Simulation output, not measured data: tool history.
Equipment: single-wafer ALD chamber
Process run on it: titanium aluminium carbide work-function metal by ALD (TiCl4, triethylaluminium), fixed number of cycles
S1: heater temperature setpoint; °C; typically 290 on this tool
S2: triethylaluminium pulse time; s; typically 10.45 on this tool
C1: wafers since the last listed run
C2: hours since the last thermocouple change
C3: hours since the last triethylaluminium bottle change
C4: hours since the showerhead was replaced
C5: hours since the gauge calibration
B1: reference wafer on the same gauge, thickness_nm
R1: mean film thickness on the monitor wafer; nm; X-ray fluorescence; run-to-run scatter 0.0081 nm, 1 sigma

{"run": 1, "day": 0.0, "S1": 299, "S2": 8.26, "C1": 0, "C2": 699.3, "C3": 60.9, "C4": 3492.9, "C5": 512.2, "B1": 1.777, "R1": 1.988}
{"run": 2, "day": 4.383, "S1": 290, "S2": 10.45, "C1": 906, "C2": 804.5, "C3": 166.1, "C4": 3598.1, "C5": 617.4, "B1": 1.779, "R1": 1.961}
{"run": 3, "day": 7.65, "S1": 290, "S2": 10.45, "C1": 675, "C2": 882.9, "C3": 244.5, "C4": 3676.5, "C5": 695.8, "B1": 1.783, "R1": 1.974}
{"run": 4, "day": 9.842, "S1": 290, "S2": 10.45, "C1": 453, "C2": 935.5, "C3": 297.1, "C4": 3729.1, "C5": 748.4, "B1": 1.782, "R1": 1.969}
{"run": 5, "day": 11.567, "S1": 290, "S2": 10.45, "C1": 356, "C2": 976.9, "C3": 338.5, "C4": 3770.5, "C5": 789.8, "B1": 1.785, "R1": 1.955}
{"run": 6, "day": 14.283, "S1": 290, "S2": 10.45, "C1": 562, "C2": 1042.1, "C3": 403.7, "C4": 3835.7, "C5": 855, "B1": 1.787, "R1": 1.948}
{"run": 7, "day": 16.346, "S1": 290, "S2": 10.45, "C1": 426, "C2": 1091.6, "C3": 453.2, "C4": 3885.2, "C5": 904.5, "B1": 1.787, "R1": 1.977}
{"run": 8, "day": 18.854, "S1": 299, "S2": 10.45, "C1": 518, "C2": 1151.8, "C3": 513.4, "C4": 3945.4, "C5": 964.7, "B1": 1.786, "R1": 2.036}
{"run": 9, "day": 23.179, "S1": 299, "S2": 10.45, "C1": 894, "C2": 1255.6, "C3": 617.2, "C4": 4049.2, "C5": 1068.5, "B1": 1.789, "R1": 2.057}
{"run": 10, "day": 27.192, "S1": 299, "S2": 10.45, "C1": 830, "C2": 1351.9, "C3": 713.5, "C4": 4145.5, "C5": 1164.8, "B1": 1.791, "R1": 2.058}
{"run": 11, "day": 29.108, "S1": 290, "S2": 7.63, "C1": 396, "C2": 1397.9, "C3": 759.5, "C4": 4191.5, "C5": 1210.8, "B1": 1.79, "R1": 1.928}
{"day": 30.221, "done": "triethylaluminium bottle replaced"}
{"run": 12, "day": 33.033, "S1": 290, "S2": 7.63, "C1": 743, "C2": 1492.1, "C3": 67.5, "C4": 4285.7, "C5": 1305, "B1": 1.794, "R1": 1.936}
{"run": 13, "day": 36.171, "S1": 290, "S2": 9.33, "C1": 649, "C2": 1567.4, "C3": 142.8, "C4": 4361, "C5": 1380.3, "B1": 1.792, "R1": 1.955}
{"day": 37.8, "done": "thermocouple changed; heater temperature recalibrated"}
{"run": 14, "day": 44.75, "S1": 290, "S2": 9.33, "C1": 1705, "C2": 166.8, "C3": 348.7, "C4": 4566.9, "C5": 1586.2, "B1": 1.793, "R1": 1.972}
{"run": 15, "day": 48.008, "S1": 294, "S2": 10.45, "C1": 674, "C2": 245, "C3": 426.9, "C4": 4645.1, "C5": 1664.4, "B1": 1.796, "R1": 2.022}
{"run": 16, "day": 49.867, "S1": 294, "S2": 6.62, "C1": 384, "C2": 289.6, "C3": 471.5, "C4": 4689.7, "C5": 1709, "B1": 1.795, "R1": 1.939}
{"run": 17, "day": 52.254, "S1": 279, "S2": 10.45, "C1": 493, "C2": 346.9, "C3": 528.8, "C4": 4747, "C5": 1766.3, "B1": 1.796, "R1": 1.879}
{"day": 55.35, "done": "triethylaluminium bottle replaced"}
{"run": 18, "day": 56.025, "S1": 290, "S2": 10.45, "C1": 711, "C2": 437.4, "C3": 16.2, "C4": 4837.5, "C5": 1856.8, "B1": 1.794, "R1": 1.989}
{"day": 56.988, "done": "gauge calibrated"}
{"run": 19, "day": 57.933, "S1": 290, "S2": 12.66, "C1": 394, "C2": 483.2, "C3": 62, "C4": 4883.3, "C5": 22.7, "B1": 1.737, "R1": 1.939}
{"run": 20, "day": 61.821, "S1": 295, "S2": 11.54, "C1": 804, "C2": 576.5, "C3": 155.3, "C4": 4976.6, "C5": 116, "B1": 1.742, "R1": 1.985}
{"run": 21, "day": 64.317, "S1": 279, "S2": 7.66, "C1": 516, "C2": 636.4, "C3": 215.2, "C4": 5036.5, "C5": 175.9, "B1": 1.748, "R1": 1.793}
{"day": 65.004, "done": "showerhead replaced"}
{"run": 22, "day": 66.033, "S1": 283, "S2": 12.7, "C1": 286, "C2": 677.6, "C3": 256.4, "C4": 24.7, "C5": 217.1, "B1": 1.748, "R1": 1.897}
{"run": 23, "day": 69.467, "S1": 290, "S2": 10.45, "C1": 710, "C2": 760, "C3": 338.8, "C4": 107.1, "C5": 299.5, "B1": 1.749, "R1": 1.942}
{"run": 24, "day": 72.162, "S1": 290, "S2": 9.33, "C1": 557, "C2": 824.7, "C3": 403.5, "C4": 171.8, "C5": 364.2, "B1": 1.749, "R1": 1.913}
{"run": 25, "day": 75.533, "S1": 279, "S2": 14.51, "C1": 697, "C2": 905.6, "C3": 484.4, "C4": 252.7, "C5": 445.1, "B1": 1.757, "R1": 1.879}
{"run": 26, "day": 79.738, "S1": 290, "S2": 10.45, "C1": 869, "C2": 1006.5, "C3": 585.3, "C4": 353.6, "C5": 546, "B1": 1.762, "R1": 1.944}
{"run": 27, "day": 83.017, "S1": 281, "S2": 9.19, "C1": 678, "C2": 1085.2, "C3": 664, "C4": 432.3, "C5": 624.7, "B1": 1.762, "R1": 1.846}
{"day": 83.825, "done": "triethylaluminium bottle replaced"}
{"run": 28, "day": 85.829, "S1": 278, "S2": 6.4, "C1": 512, "C2": 1152.7, "C3": 48.1, "C4": 499.8, "C5": 692.2, "B1": 1.762, "R1": 1.775}
{"run": 29, "day": 88.812, "S1": 290, "S2": 10.45, "C1": 617, "C2": 1224.3, "C3": 119.7, "C4": 571.4, "C5": 763.8, "B1": 1.768, "R1": 1.939}
{"run": 30, "day": 90.783, "S1": 301, "S2": 11.89, "C1": 407, "C2": 1271.6, "C3": 167, "C4": 618.7, "C5": 811.1, "B1": 1.768, "R1": 2.057}
{"run": 31, "day": 92.508, "S1": 294, "S2": 6.62, "C1": 356, "C2": 1313, "C3": 208.4, "C4": 660.1, "C5": 852.5, "B1": 1.765, "R1": 1.919}

Difference, measured minus no-hidden-state, one row per run. Run-to-run variation is common to both terms; the gauge's own scatter need not be:
What the log doesn't record here: wafer temperature above the value expected at the setpoint (K); triethylaluminium dose above that of a fresh bottle (%); gauge reads high (%).
run=1 R1=+0.041
run=2 R1=+0.044
run=3 R1=+0.046
run=4 R1=+0.048
run=5 R1=+0.048
run=6 R1=+0.049
run=7 R1=+0.051
run=8 R1=+0.054
run=9 R1=+0.057
run=10 R1=+0.058
run=11 R1=+0.054
run=12 R1=+0.056
run=13 R1=+0.058
run=14 R1=+0.06
run=15 R1=+0.062
run=16 R1=+0.059
run=17 R1=+0.058
run=18 R1=+0.062
run=19 R1=-0.006
run=20 R1=+0.001
run=21 R1=+0.005
run=22 R1=+0.007
run=23 R1=+0.012
run=24 R1=+0.015
run=25 R1=+0.018
run=26 R1=+0.022
run=27 R1=+0.024
run=28 R1=+0.024
run=29 R1=+0.029
run=30 R1=+0.032
run=31 R1=+0.031

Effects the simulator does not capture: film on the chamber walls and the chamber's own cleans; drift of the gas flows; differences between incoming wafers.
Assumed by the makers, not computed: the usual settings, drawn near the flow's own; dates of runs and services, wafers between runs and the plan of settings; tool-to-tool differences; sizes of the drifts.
